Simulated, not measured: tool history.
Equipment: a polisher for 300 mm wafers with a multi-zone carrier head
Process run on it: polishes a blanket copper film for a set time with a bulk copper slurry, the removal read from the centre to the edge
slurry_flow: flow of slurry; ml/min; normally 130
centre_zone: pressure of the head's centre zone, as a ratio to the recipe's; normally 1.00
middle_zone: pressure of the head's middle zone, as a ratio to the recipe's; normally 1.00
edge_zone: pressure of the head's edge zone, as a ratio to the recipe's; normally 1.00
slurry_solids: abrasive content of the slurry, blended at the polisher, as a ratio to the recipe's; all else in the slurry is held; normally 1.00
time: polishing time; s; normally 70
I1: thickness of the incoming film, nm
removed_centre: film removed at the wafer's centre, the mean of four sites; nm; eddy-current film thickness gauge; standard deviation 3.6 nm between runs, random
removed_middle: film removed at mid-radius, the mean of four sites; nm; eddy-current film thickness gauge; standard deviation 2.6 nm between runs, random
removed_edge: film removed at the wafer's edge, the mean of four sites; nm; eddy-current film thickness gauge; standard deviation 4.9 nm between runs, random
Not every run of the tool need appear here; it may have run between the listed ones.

{"run": 1, "day": 0.0, "slurry_flow": 165, "centre_zone": 1.0, "middle_zone": 1.0, "edge_zone": 1.0, "slurry_solids": 1.0, "time": 70, "I1": 3204.6, "removed_centre": 358.8, "removed_middle": 355.0, "removed_edge": 354.9}
{"run": 2, "day": 0.55, "slurry_flow": 165, "centre_zone": 1.0, "middle_zone": 1.0, "edge_zone": 1.0, "slurry_solids": 1.0, "time": 70, "I1": 3250.7, "removed_centre": 352.0, "removed_middle": 348.9, "removed_edge": 354.4}
{"run": 3, "day": 1.246, "slurry_flow": 165, "centre_zone": 1.0, "middle_zone": 1.0, "edge_zone": 1.0, "slurry_solids": 1.0, "time": 70, "I1": 3264.6, "removed_centre": 346.6, "removed_middle": 343.4, "removed_edge": 341.8}
{"run": 4, "day": 1.688, "slurry_flow": 130, "centre_zone": 1.0, "middle_zone": 1.0, "edge_zone": 1.0, "slurry_solids": 1.0, "time": 70, "I1": 3221.5, "removed_centre": 306.1, "removed_middle": 309.6, "removed_edge": 326.4}
{"run": 5, "day": 1.95, "slurry_flow": 130, "centre_zone": 1.0, "middle_zone": 1.0, "edge_zone": 1.0, "slurry_solids": 1.0, "time": 70, "I1": 3162.7, "removed_centre": 300.5, "removed_middle": 304.7, "removed_edge": 327.0}
{"day": 2.617, "done": "edge zone pressure recalibrated"}
{"day": 2.692, "done": "worn pad replaced by a new one"}
{"day": 2.779, "done": "carrier head's membrane replaced by a new one"}
{"run": 6, "day": 2.8, "slurry_flow": 130, "centre_zone": 1.0, "middle_zone": 1.0, "edge_zone": 1.0, "slurry_solids": 1.0, "time": 70, "I1": 3297.6, "removed_centre": 319.9, "removed_middle": 322.7, "removed_edge": 337.8}
{"run": 7, "day": 3.121, "slurry_flow": 130, "centre_zone": 1.0, "middle_zone": 1.0, "edge_zone": 1.0, "slurry_solids": 1.0, "time": 70, "I1": 3277.8, "removed_centre": 312.5, "removed_middle": 325.3, "removed_edge": 343.8}
{"run": 8, "day": 3.788, "slurry_flow": 115, "centre_zone": 1.0, "middle_zone": 1.0, "edge_zone": 0.89, "slurry_solids": 0.75, "time": 93, "I1": 3242.2, "removed_centre": 352.7, "removed_middle": 363.7, "removed_edge": 375.4}
{"day": 4.167, "done": "centre zone pressure recalibrated"}
{"run": 9, "day": 4.333, "slurry_flow": 130, "centre_zone": 1.0, "middle_zone": 1.0, "edge_zone": 1.0, "slurry_solids": 1.0, "time": 70, "I1": 3221.0, "removed_centre": 313.1, "removed_middle": 315.1, "removed_edge": 331.5}
{"run": 10, "day": 4.954, "slurry_flow": 130, "centre_zone": 1.0, "middle_zone": 1.0, "edge_zone": 0.96, "slurry_solids": 1.0, "time": 70, "I1": 3252.3, "removed_centre": 305.1, "removed_middle": 311.8, "removed_edge": 323.2}
{"day": 5.438, "done": "slurry nozzle cleaned"}
{"run": 11, "day": 5.658, "slurry_flow": 110, "centre_zone": 1.09, "middle_zone": 1.0, "edge_zone": 1.0, "slurry_solids": 1.0, "time": 60, "I1": 3209.9, "removed_centre": 318.8, "removed_middle": 294.0, "removed_edge": 294.6}
{"run": 12, "day": 5.967, "slurry_flow": 130, "centre_zone": 1.0, "middle_zone": 1.0, "edge_zone": 1.07, "slurry_solids": 1.0, "time": 83, "I1": 3229.5, "removed_centre": 425.5, "removed_middle": 419.5, "removed_edge": 431.5}
{"run": 13, "day": 6.483, "slurry_flow": 130, "centre_zone": 1.0, "middle_zone": 0.88, "edge_zone": 1.0, "slurry_solids": 1.0, "time": 70, "I1": 3241.2, "removed_centre": 345.8, "removed_middle": 309.8, "removed_edge": 344.4}
{"day": 6.7, "done": "worn pad replaced by a new one"}
{"run": 14, "day": 6.817, "slurry_flow": 130, "centre_zone": 1.0, "middle_zone": 1.0, "edge_zone": 1.0, "slurry_solids": 1.0, "time": 70, "I1": 3266.0, "removed_centre": 380.5, "removed_middle": 377.5, "removed_edge": 369.0}

Here are 3 independent what-if runs from the current tool condition. What would each one return?
{"run": "A", "day": 6.833, "slurry_flow": 130, "centre_zone": 0.9, "middle_zone": 1.0, "edge_zone": 1.0, "slurry_solids": 1.0, "time": 70, "I1": 3210.8, "removed_centre": "?", "removed_middle": "?", "removed_edge": "?"}
{"run": "B", "day": 6.833, "slurry_flow": 130, "centre_zone": 1.0, "middle_zone": 1.05, "edge_zone": 0.89, "slurry_solids": 0.75, "time": 84, "I1": 3210.8, "removed_centre": "?", "removed_middle": "?", "removed_edge": "?"}
{"run": "C", "day": 6.833, "slurry_flow": 130, "centre_zone": 1.0, "middle_zone": 1.0, "edge_zone": 1.0, "slurry_solids": 1.25, "time": 77, "I1": 3210.8, "removed_centre": "?", "removed_middle": "?", "removed_edge": "?"}

run=A removed_centre=341.2 removed_middle=377.6 removed_edge=368.6
run=B removed_centre=413.5 removed_middle=428.4 removed_edge=379.8
run=C removed_centre=447.3 removed_middle=444.8 removed_edge=434.4
With no hidden state in the tool, these same runs would have given:
run=A removed_centre=356.0 removed_middle=392.1 removed_edge=379.0
run=B removed_centre=431.4 removed_middle=444.9 removed_edge=390.5
run=C removed_centre=466.7 removed_middle=461.9 removed_edge=446.6
